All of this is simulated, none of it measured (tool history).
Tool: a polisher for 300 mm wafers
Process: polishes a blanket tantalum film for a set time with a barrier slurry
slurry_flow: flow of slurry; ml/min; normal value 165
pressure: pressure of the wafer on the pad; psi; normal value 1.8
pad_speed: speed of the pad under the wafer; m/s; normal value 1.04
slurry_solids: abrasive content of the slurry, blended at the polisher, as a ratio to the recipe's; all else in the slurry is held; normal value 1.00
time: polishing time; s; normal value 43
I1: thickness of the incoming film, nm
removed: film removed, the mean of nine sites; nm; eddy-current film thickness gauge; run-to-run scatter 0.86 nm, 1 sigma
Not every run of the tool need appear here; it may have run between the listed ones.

{"run": 1, "hour": 0.0, "slurry_flow": 165, "pressure": 1.8, "pad_speed": 1.04, "slurry_solids": 1.0, "time": 43, "I1": 192.3, "removed": 64.6}
{"run": 2, "hour": 17.8, "slurry_flow": 165, "pressure": 1.8, "pad_speed": 1.04, "slurry_solids": 1.0, "time": 43, "I1": 192.2, "removed": 61.6}
{"run": 3, "hour": 26.6, "slurry_flow": 165, "pressure": 2.3, "pad_speed": 1.04, "slurry_solids": 1.0, "time": 43, "I1": 187.2, "removed": 79.4}
{"run": 4, "hour": 32.8, "slurry_flow": 165, "pressure": 1.8, "pad_speed": 1.04, "slurry_solids": 1.0, "time": 43, "I1": 191.1, "removed": 61.9}
{"hour": 39.8, "done": "worn pad replaced by a new one"}
{"run": 5, "hour": 50.3, "slurry_flow": 165, "pressure": 1.8, "pad_speed": 1.04, "slurry_solids": 1.0, "time": 43, "I1": 189.3, "removed": 57.8}
{"hour": 65.3, "done": "head pressure recalibrated"}
{"run": 6, "hour": 65.8, "slurry_flow": 165, "pressure": 1.8, "pad_speed": 1.04, "slurry_solids": 1.0, "time": 43, "I1": 190.9, "removed": 57.1}
{"hour": 82.6, "done": "worn pad replaced by a new one, repeated, since the last time left the tool worse"}
{"run": 7, "hour": 83.1, "slurry_flow": 165, "pressure": 1.8, "pad_speed": 1.04, "slurry_solids": 1.0, "time": 43, "I1": 193.2, "removed": 65.8}
{"run": 8, "hour": 95.4, "slurry_flow": 165, "pressure": 1.8, "pad_speed": 1.3, "slurry_solids": 1.15, "time": 31, "I1": 190.4, "removed": 60.2}
{"hour": 106.5, "done": "slurry nozzle cleaned"}
{"run": 9, "hour": 109.0, "slurry_flow": 165, "pressure": 1.5, "pad_speed": 1.04, "slurry_solids": 1.0, "time": 43, "I1": 189.8, "removed": 54.3}
{"run": 10, "hour": 119.6, "slurry_flow": 185, "pressure": 1.3, "pad_speed": 1.14, "slurry_solids": 1.0, "time": 50, "I1": 190.4, "removed": 59.7}
{"run": 11, "hour": 129.2, "slurry_flow": 195, "pressure": 1.8, "pad_speed": 1.04, "slurry_solids": 1.0, "time": 43, "I1": 191.1, "removed": 63.8}
{"hour": 132.9, "done": "slurry blender recalibrated"}
{"run": 12, "hour": 136.0, "slurry_flow": 195, "pressure": 1.8, "pad_speed": 1.04, "slurry_solids": 1.0, "time": 43, "I1": 191.0, "removed": 65.1}
{"run": 13, "hour": 144.1, "slurry_flow": 130, "pressure": 1.8, "pad_speed": 1.32, "slurry_solids": 0.8, "time": 30, "I1": 192.5, "removed": 50.0}
{"run": 14, "hour": 160.8, "slurry_flow": 220, "pressure": 1.8, "pad_speed": 0.74, "slurry_solids": 1.0, "time": 50, "I1": 192.4, "removed": 53.7}
{"run": 15, "hour": 176.2, "slurry_flow": 165, "pressure": 1.8, "pad_speed": 1.04, "slurry_solids": 1.0, "time": 43, "I1": 189.5, "removed": 62.1}

Run-by-run hidden state of the tool:
slurry flow missing at the pad, %: 0, the same for each run
deviation of the head's pressure from its setpoint, %: 0, the same for each run
abrasive missing from the slurry, %: 0, the same for each run
H1: removal rate lost through wear of the pad, %
run=1 H1=4.36
run=2 H1=5.77
run=3 H1=6.47
run=4 H1=6.96
run=5 H1=13.1
run=6 H1=14.3
run=7 H1=0.431
run=8 H1=1.41
run=9 H1=2.48
run=10 H1=3.32
run=11 H1=4.08
run=12 H1=4.62
run=13 H1=5.26
run=14 H1=6.58
run=15 H1=7.8

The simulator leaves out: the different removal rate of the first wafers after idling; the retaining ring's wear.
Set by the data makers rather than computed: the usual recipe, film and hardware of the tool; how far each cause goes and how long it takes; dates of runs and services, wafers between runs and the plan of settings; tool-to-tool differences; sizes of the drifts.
